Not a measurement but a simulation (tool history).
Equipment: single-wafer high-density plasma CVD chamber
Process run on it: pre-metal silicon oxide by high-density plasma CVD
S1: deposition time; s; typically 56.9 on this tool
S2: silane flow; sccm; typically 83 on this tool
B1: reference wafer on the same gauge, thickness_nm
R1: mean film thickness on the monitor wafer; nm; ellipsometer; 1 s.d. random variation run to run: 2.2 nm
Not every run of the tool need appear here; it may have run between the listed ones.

run	day	S1	S2	B1	R1
1	0	56.9	83	427.672	441.527
2	1.362	56.9	83	428.115	440.585
3	3.017	56.9	83	428.498	442.008
4	4.633	59.5	73	428.101	406.752
5	7.629	59.5	73	427.819	408.044
6	8.958	59.5	73	427.555	403.587
7	10.462	56.9	91	428.078	486.823
8	12.275	48.7	92	428.045	416.862
9	13.979	56.9	83	427.984	437.31
10	16.458	56.9	83	428.316	441.793
11	23.4	64.8	83	428.031	506.828
12	26.112	56.9	83	428.322	438.621
13	28.546	56.9	83	427.736	440.705
14	29.846	56.9	83	428.152	436.687
15	31.438	56.9	83	428.404	437.427
16	34.171	49.3	83	427.626	379.908
17	37.012	56.9	83	428.655	438.454
18	39.071	56.9	83	428.805	439.131
19	41.45	56.9	83	427.359	436.053
20	46.817	54.5	83	428.244	421.971
21	49.738	51.4	98	427.784	466.085
22	56.262	50.1	72	428.188	331.469
23	58.733	48.6	75	428.29	335.419
24	60.521	56.9	83	427.924	434.204
25	62.5	61.8	83	428.136	470.326
26	70.717	49.5	68	428.136	310.124
27	72.171	65.4	87	428.212	525.851
28	74.667	53.4	99	428.088	482.365
29	76.421	63	69	427.943	413.279
30	77.662	47	75	428.775	333.892
31	80.558	56.9	67	428.139	362.712
32	83.425	56.9	76	428.332	411.314
33	85.129	56.9	83	427.884	447.972
34	86.692	65.2	73	427.973	453.349
35	91.083	56.9	67	428.093	363.921
36	92.667	56.9	67	427.518	363.536
37	94.446	65.1	74	427.844	455.474
38	95.862	59.9	83	427.512	476.306
39	98.704	66.5	83	427.969	525.081
40	101.492	56.9	83	427.842	448.039

Taken out of this log: 3 entries between the listed runs. Where each belongs, and how the hidden state differs across it:
Run 18 -> run 19: gauge calibrated (day 39.65)
  delivered silane flow above the setpoint (%): -1.94 -> -2.01
  measured result minus the result with no hidden state, R1: -8.68 -> -8.945 nm
Run 28 -> run 29: silane flow controller replaced (day 76.038)
  delivered silane flow above the setpoint (%): -3.18 -> 0.731
  measured result minus the result with no hidden state, R1: -15.861 -> +2.998 nm
Run 38 -> run 39: gauge calibrated (day 98.671)
  delivered silane flow above the setpoint (%): 0.673 -> 0.655
  measured result minus the result with no hidden state, R1: +3.184 -> +3.418 nm
